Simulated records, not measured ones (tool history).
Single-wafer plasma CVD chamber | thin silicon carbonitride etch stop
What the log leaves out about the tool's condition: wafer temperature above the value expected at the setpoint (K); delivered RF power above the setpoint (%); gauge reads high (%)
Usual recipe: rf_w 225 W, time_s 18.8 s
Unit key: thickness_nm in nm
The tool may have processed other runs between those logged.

run     day  rf_w  time_s  wafers since the last listed run  hours since the last thermocouple change  hours since the last RF generator calibration  hours since the showerhead was replaced  hours since the gauge calibration  read-back reference wafer on the same gauge, thickness_nm  thickness_nm
  1   0.000   225    18.8                                 0                                    1980.2                                          356.2                                   6330.4                              527.5                                                      9.098        10.631
  2   2.117   225    18.8                              1178                                    2031.0                                          407.0                                   6381.2                              578.3                                                      9.098        10.634
  3   3.758   225    18.0                               914                                    2070.4                                          446.4                                   6420.6                              617.7                                                      9.094        10.146
  4   6.975   225    18.0                              1791                                    2147.6                                          523.6                                   6497.8                              694.9                                                      9.091        10.147
  5   8.988   225    18.0                              1120                                    2195.9                                          571.9                                   6546.1                              743.2                                                      9.103        10.136
  6  13.283   225    16.4                              2392                                    2299.0                                          675.0                                   6649.2                              846.3                                                      9.105         9.259
  7  17.529   225    16.4                              2364                                    2400.9                                          776.9                                   6751.1                              948.2                                                      9.090         9.278
  8  19.333   225    16.4                              1004                                    2444.2                                          820.2                                   6794.4                              991.5                                                      9.105         9.230
  9  22.092   225    21.6                              1536                                    2510.4                                          886.4                                   6860.6                             1057.7                                                      9.097        12.130
     23.221  -- showerhead replaced
 10  25.971   225    21.6                              1974                                    2603.5                                          979.5                                     66.0                             1150.8                                                      9.094        12.100
 11  27.858   225    22.3                              1051                                    2648.8                                         1024.8                                    111.3                             1196.1                                                      9.101        12.536
     28.958  -- gauge calibrated
 12  31.775   265    21.6                              2181                                    2742.8                                         1118.8                                    205.3                               67.6                                                      9.101        12.846
 13  33.546   195    15.7                               986                                    2785.3                                         1161.3                                    247.8                              110.1                                                      9.096         8.315
     35.371  -- thermocouple changed; heater temperature recalibrated
 14  35.621   225    18.8                               969                                       6.0                                         1211.1                                    297.6                              159.9                                                      9.116        10.537
 15  37.675   225    18.8                              1143                                      55.3                                         1260.4                                    346.9                              209.2                                                      9.097        10.504
 16  39.383   225    17.3                               951                                      96.3                                         1301.4                                    387.9                              250.2                                                      9.100         9.617
     43.625  -- RF generator calibrated
 17  43.696   240    21.6                              2215                                     199.8                                            1.7                                    491.4                              353.7                                                      9.100        12.613
 18  55.246   225    18.8                              6431                                     477.0                                          278.9                                    768.6                              630.9                                                      9.106        10.691
 19  56.788   270    21.8                               858                                     514.0                                          315.9                                    805.6                              667.9                                                      9.095        13.121
 20  60.792   250    18.8                              2229                                     610.1                                          412.0                                    901.7                              764.0                                                      9.092        10.993

Run by run, hidden condition taken away, random variation retained:
run  thickness_nm
  1        10.746
  2        10.760
  3        10.274
  4        10.288
  5        10.284
  6         9.407
  7         9.436
  8         9.392
  9        12.349
 10        12.326
 11        12.774
 12        13.097
 13         8.479
 14        10.747
 15        10.716
 16         9.813
 17        12.625
 18        10.795
 19        13.259
 20        11.131
